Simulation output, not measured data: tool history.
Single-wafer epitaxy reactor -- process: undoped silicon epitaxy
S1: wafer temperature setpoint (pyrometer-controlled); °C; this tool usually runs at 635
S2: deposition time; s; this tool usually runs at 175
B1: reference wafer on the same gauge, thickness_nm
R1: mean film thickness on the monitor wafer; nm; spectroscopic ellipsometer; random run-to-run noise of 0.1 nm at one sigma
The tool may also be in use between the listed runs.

Run 1, hour 0.0: usual settings; B1 22.975. Result: R1 21.082 nm.
Run 2, hour 80.3: usual settings; B1 23.033. Result: R1 21.115 nm.
Run 3, hour 127.0: usual settings but S1 641 °C; B1 22.981. Result: R1 24.664 nm.
Run 4, hour 168.2: usual settings but S2 192 s; B1 23.040. Result: R1 23.367 nm.
Run 5, hour 238.0: usual settings but S2 192 s; B1 23.069. Result: R1 23.394 nm.
Run 6, hour 286.0: usual settings but S2 192 s; B1 22.991. Result: R1 23.251 nm.
Run 7, hour 378.6: usual settings; B1 22.964. Result: R1 21.313 nm.
Run 8, hour 466.0: usual settings; B1 22.965. Result: R1 21.215 nm.
Run 9, hour 559.9: usual settings; B1 23.031. Result: R1 21.516 nm.
At hour 639.7: pyrometer calibrated.
Run 10, hour 655.8: usual settings but S2 192 s; B1 22.964. Result: R1 22.234 nm.
Run 11, hour 757.9: usual settings but S1 621 °C, S2 148 s; B1 23.026. Result: R1 12.110 nm.
Run 12, hour 798.8: usual settings but S1 647 °C, S2 195 s; B1 22.975. Result: R1 31.070 nm.
Run 13, hour 868.1: usual settings but S1 640 °C, S2 200 s; B1 23.001. Result: R1 27.141 nm.
At hour 870.7: gauge calibrated.
Run 14, hour 962.0: usual settings but S1 631 °C, S2 154 s; B1 23.039. Result: R1 16.568 nm.
Run 15, hour 1018.6: usual settings but S1 648 °C, S2 141 s; B1 22.997. Result: R1 23.754 nm.
Run 16, hour 1055.0: usual settings but S1 627 °C, S2 159 s; B1 23.010. Result: R1 15.714 nm.
Run 17, hour 1123.6: usual settings; B1 22.969. Result: R1 21.318 nm.
Run 18, hour 1176.7: usual settings; B1 23.005. Result: R1 21.197 nm.

Branching from run 18: 5 alternative next runs. What would each branch give?
Run A, hour 1177.1: usual settings but S1 649 °C; B1 ?. Result: R1 ?.
Run B, hour 1177.1: usual settings but S2 154 s; B1 ?. Result: R1 ?.
Run C, hour 1177.1: usual settings but S1 623 °C, S2 160 s; B1 ?. Result: R1 ?.
Run D, hour 1177.1: usual settings but S1 649 °C, S2 146 s; B1 ?. Result: R1 ?.
Run E, hour 1177.1: usual settings but S1 621 °C, S2 158 s; B1 ?. Result: R1 ?.

run      B1      R1
  A  22.987  30.171
  B  22.987  18.682
  C  22.987  14.218
  D  22.987  25.171
  E  22.987  13.319
What these runs would have given with no unlogged condition in the tool:
run      R1
  A  28.819
  B  17.816
  C  13.540
  D  24.043
  E  12.679

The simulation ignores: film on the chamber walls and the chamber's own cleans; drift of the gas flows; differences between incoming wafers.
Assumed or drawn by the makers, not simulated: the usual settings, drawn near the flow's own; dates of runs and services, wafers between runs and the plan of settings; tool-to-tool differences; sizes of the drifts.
